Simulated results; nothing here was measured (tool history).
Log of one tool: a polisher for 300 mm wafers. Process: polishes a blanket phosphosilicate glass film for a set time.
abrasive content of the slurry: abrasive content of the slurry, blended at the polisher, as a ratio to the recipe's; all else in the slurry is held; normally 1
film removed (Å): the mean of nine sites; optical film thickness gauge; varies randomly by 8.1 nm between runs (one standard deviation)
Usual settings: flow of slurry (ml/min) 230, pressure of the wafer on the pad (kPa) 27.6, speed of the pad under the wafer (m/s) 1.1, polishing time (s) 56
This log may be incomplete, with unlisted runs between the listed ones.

run	day	flow of slurry (ml/min)	pressure of the wafer on the pad (kPa)	speed of the pad under the wafer (m/s)	abrasive content of the slurry	polishing time (s)	incoming thickness of the incoming film, nm	film removed (Å)
1	0	230	27.6	0.96	1	56	1885.7	5292
2	2.071	230	27.6	1.1	1	56	1844.9	5825
3	3.562	230	27.6	1.1	1	56	1851	5722
4	6.088	230	27.6	1.1	1	56	1871.5	5781
5	7.471	230	27.6	1.1	1	56	1866.5	5583
6	8.788	260	27.6	1.22	0.9	49	1863.5	5014
# day 9.979: worn pad replaced by a new one
7	11.283	280	31.7	0.94	1.25	56	1823.5	6289
8	12.821	230	27.6	1.1	1	46	1897	4477
# day 13.542: slurry blender recalibrated
9	14.962	230	27.6	1.1	1	56	1844.3	6118
10	17.367	270	22.1	1.42	1.1	56	1861	6432
# day 18.442: conditioning disc replaced and pad reconditioned
11	18.462	165	27.6	1.46	0.75	44	1854.3	4985
12	19.671	230	27.6	1.4	1	56	1857.8	7418
13	22.267	230	27.6	1.1	1	45	1863.6	4820
# day 23.121: slurry nozzle cleaned
# day 27.108: worn pad replaced by a new one
14	29.058	230	27.6	1.1	1	56	1873.6	5720
15	30.762	230	27.6	1.1	1	56	1867.9	5604
# day 32.012: slurry blender recalibrated
16	32.538	230	27.6	1.1	1	56	1866.6	6206
17	33.604	230	27.6	1.1	1	56	1862.6	6230
18	34.996	260	27.6	1.1	1.25	56	1890.8	7060
# day 35.883: conditioning disc replaced and pad reconditioned
19	36.742	230	18.6	1.1	1	64	1859.3	4879
20	39.667	230	27.6	1.1	1	56	1862.2	6323
21	41.604	230	27.6	1.1	1	39	1827.6	4293
22	42.604	195	32.4	0.92	1	48	1876.2	5265
# day 45.392: worn pad replaced by a new one
# day 47.033: head pressure recalibrated
23	47.408	190	24.1	1.34	1.15	56	1871.8	5796
# day 47.658: slurry blender recalibrated
24	50.242	190	22.1	1.1	1	56	1863.6	4540
25	51.892	230	27.6	1.1	0.85	73	1861.2	6949
# day 52.708: conditioning disc replaced and pad reconditioned
26	52.929	290	27.6	0.98	1	44	1858.1	4123

List, for all runs, the conditions of the tool that the log does not record:
removal rate lost through wear of the pad, %: 0 at every run
slurry flow missing at the pad, %: 0 at every run
time polished since the conditioner stopped cutting, s: 0 at every run
H1: deviation of the head's pressure from its setpoint, %
H2: abrasive missing from the slurry, %
run	H1	H2
1	2.28	4.47
2	2.77	6.33
3	3.13	7.98
4	3.72	11.4
5	4.05	13.5
6	4.36	15.8
7	4.95	20.7
8	5.32	24.1
9	5.82	1.14
10	6.39	1.88
11	6.65	2.44
12	6.94	3.22
13	7.55	5.48
14	9.16	15.1
15	9.56	18.4
16	9.98	2.77
17	10.2	2.9
18	10.6	3.28
19	11	4.06
20	11.7	6.18
21	12.1	8.14
22	12.4	9.32
23	-0.49	16.6
24	0.181	3
25	0.571	3.66
26	0.816	4.24
